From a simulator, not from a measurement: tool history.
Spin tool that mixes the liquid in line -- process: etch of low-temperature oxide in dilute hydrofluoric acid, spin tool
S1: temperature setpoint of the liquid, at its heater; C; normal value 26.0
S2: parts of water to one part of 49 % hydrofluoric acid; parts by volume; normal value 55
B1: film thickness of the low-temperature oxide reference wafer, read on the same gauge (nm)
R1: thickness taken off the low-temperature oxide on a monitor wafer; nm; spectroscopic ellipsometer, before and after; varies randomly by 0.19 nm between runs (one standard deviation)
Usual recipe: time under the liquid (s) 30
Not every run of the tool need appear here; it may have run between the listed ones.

run 1 hour=0.0 | S1=26.0 S2=55 time_under_the_liquid_(s)=30 | B1=80.03 | R1=21.95
run 2 hour=13.2 | S1=26.0 S2=55 time_under_the_liquid_(s)=30 | B1=79.98 | R1=22.73
run 3 hour=46.2 | S1=26.0 S2=55 time_under_the_liquid_(s)=30 | B1=80.01 | R1=22.60
run 4 hour=63.2 | S1=26.0 S2=55 time_under_the_liquid_(s)=30 | B1=79.99 | R1=22.56
run 5 hour=140.8 | S1=27.5 S2=75 time_under_the_liquid_(s)=30 | B1=79.96 | R1=17.01
run 6 hour=171.2 | S1=26.0 S2=55 time_under_the_liquid_(s)=30 | B1=79.98 | R1=22.03
run 7 hour=200.8 | S1=26.0 S2=55 time_under_the_liquid_(s)=30 | B1=80.00 | R1=22.40
run 8 hour=216.3 | S1=24.5 S2=25 time_under_the_liquid_(s)=15 | B1=79.98 | R1=24.55
run 9 hour=233.8 | S1=30.5 S2=80 time_under_the_liquid_(s)=40 | B1=80.01 | R1=23.67
-- hour=247.6 thermometer replaced
-- hour=258.3 hydrofluoric acid flow meter replaced
-- hour=261.5 gauge calibrated
run 10 hour=268.5 | S1=26.0 S2=55 time_under_the_liquid_(s)=30 | B1=80.03 | R1=22.56
run 11 hour=289.2 | S1=21.0 S2=55 time_under_the_liquid_(s)=15 | B1=80.02 | R1=9.15
run 12 hour=306.2 | S1=26.0 S2=55 time_under_the_liquid_(s)=30 | B1=80.00 | R1=21.95
run 13 hour=342.2 | S1=28.5 S2=35 time_under_the_liquid_(s)=30 | B1=79.97 | R1=40.12
run 14 hour=378.0 | S1=27.5 S2=40 time_under_the_liquid_(s)=30 | B1=79.99 | R1=33.63
run 15 hour=390.5 | S1=29.5 S2=55 time_under_the_liquid_(s)=15 | B1=79.99 | R1=12.94

For each run, what was the tool's unlogged condition?
liquid hotter than its thermometer reads (K): 0 on each run
hydrofluoric acid flow above the setpoint (%): 0 on each run
gauge reads high (%): 0 on each run

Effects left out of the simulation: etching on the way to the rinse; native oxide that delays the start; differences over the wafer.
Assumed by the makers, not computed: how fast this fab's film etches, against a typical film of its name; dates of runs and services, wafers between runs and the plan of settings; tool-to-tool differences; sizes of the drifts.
